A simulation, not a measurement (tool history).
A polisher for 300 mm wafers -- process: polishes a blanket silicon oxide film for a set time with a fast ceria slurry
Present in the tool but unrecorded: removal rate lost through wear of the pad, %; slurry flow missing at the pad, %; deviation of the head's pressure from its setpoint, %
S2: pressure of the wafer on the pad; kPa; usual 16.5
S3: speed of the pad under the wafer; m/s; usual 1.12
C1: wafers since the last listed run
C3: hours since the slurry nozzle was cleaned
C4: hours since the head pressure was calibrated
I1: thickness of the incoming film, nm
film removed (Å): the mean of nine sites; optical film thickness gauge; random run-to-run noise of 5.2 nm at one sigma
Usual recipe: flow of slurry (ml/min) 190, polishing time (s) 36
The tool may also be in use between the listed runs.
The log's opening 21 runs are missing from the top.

run 22 day=83.925 | flow_of_slurry_(ml/min)=190 S2=20.7 S3=1.12 polishing_time_(s)=36 | C1=956 wafers_polished_on_this_pad=4121 C3=318.8 C4=459.6 | I1=1596.6 | film_removed_(Å)=6386
run 23 day=88.146 | flow_of_slurry_(ml/min)=190 S2=16.5 S3=0.92 polishing_time_(s)=36 | C1=1688 wafers_polished_on_this_pad=5810 C3=420.1 C4=560.9 | I1=1564.2 | film_removed_(Å)=4087
run 24 day=91.925 | flow_of_slurry_(ml/min)=190 S2=16.5 S3=1.12 polishing_time_(s)=36 | C1=1512 wafers_polished_on_this_pad=7322 C3=510.8 C4=651.6 | I1=1580 | film_removed_(Å)=4766
-- day=94.267 slurry nozzle cleaned
run 25 day=94.471 | flow_of_slurry_(ml/min)=240 S2=18.6 S3=1.44 polishing_time_(s)=36 | C1=1001 wafers_polished_on_this_pad=8324 C3=4.9 C4=712.7 | I1=1571 | film_removed_(Å)=7451
run 26 day=95.988 | flow_of_slurry_(ml/min)=190 S2=16.5 S3=1.12 polishing_time_(s)=36 | C1=606 wafers_polished_on_this_pad=8931 C3=41.3 C4=749.1 | I1=1577.9 | film_removed_(Å)=5024
-- day=97.892 worn pad replaced by a new one
run 27 day=98.267 | flow_of_slurry_(ml/min)=190 S2=16.5 S3=1.34 polishing_time_(s)=24 | C1=845 wafers_polished_on_this_pad=149 C3=96 C4=803.8 | I1=1590.9 | film_removed_(Å)=4422
run 28 day=101.7 | flow_of_slurry_(ml/min)=150 S2=16.5 S3=1.12 polishing_time_(s)=36 | C1=1373 wafers_polished_on_this_pad=1523 C3=178.4 C4=886.2 | I1=1572 | film_removed_(Å)=5080
run 29 day=103.942 | flow_of_slurry_(ml/min)=190 S2=18.6 S3=1.12 polishing_time_(s)=36 | C1=896 wafers_polished_on_this_pad=2420 C3=232.2 C4=940 | I1=1619.7 | film_removed_(Å)=5792
run 30 day=107.342 | flow_of_slurry_(ml/min)=190 S2=16.5 S3=1.12 polishing_time_(s)=28 | C1=1360 wafers_polished_on_this_pad=3780 C3=313.8 C4=1021.6 | I1=1572.7 | film_removed_(Å)=3995

Each row is a separate what-if for the run after 30, all from the same tool condition, not one after another. Results?
run A day=107.358 | flow_of_slurry_(ml/min)=190 S2=16.5 S3=1.12 polishing_time_(s)=36 | C1=6 wafers_polished_on_this_pad=3787 C3=314.2 C4=1022 | I1=1572.1 | film_removed_(Å)=?
run B day=107.358 | flow_of_slurry_(ml/min)=240 S2=16.5 S3=1.12 polishing_time_(s)=36 | C1=6 wafers_polished_on_this_pad=3787 C3=314.2 C4=1022 | I1=1572.1 | film_removed_(Å)=?
run C day=107.358 | flow_of_slurry_(ml/min)=145 S2=16.5 S3=1.12 polishing_time_(s)=40 | C1=6 wafers_polished_on_this_pad=3787 C3=314.2 C4=1022 | I1=1572.1 | film_removed_(Å)=?
run D day=107.358 | flow_of_slurry_(ml/min)=190 S2=16.5 S3=0.8 polishing_time_(s)=36 | C1=6 wafers_polished_on_this_pad=3787 C3=314.2 C4=1022 | I1=1572.1 | film_removed_(Å)=?
run E day=107.358 | flow_of_slurry_(ml/min)=155 S2=18.6 S3=1.26 polishing_time_(s)=41 | C1=6 wafers_polished_on_this_pad=3787 C3=314.2 C4=1022 | I1=1572.1 | film_removed_(Å)=?

run=A film_removed_(Å)=5093
run=B film_removed_(Å)=5276
run=C film_removed_(Å)=5360
run=D film_removed_(Å)=3638
run=E film_removed_(Å)=7058
With the hidden condition removed and each run's random variation left untouched, the same runs would have given:
run=A film_removed_(Å)=5587
run=B film_removed_(Å)=5766
run=C film_removed_(Å)=5914
run=D film_removed_(Å)=3991
run=E film_removed_(Å)=7775
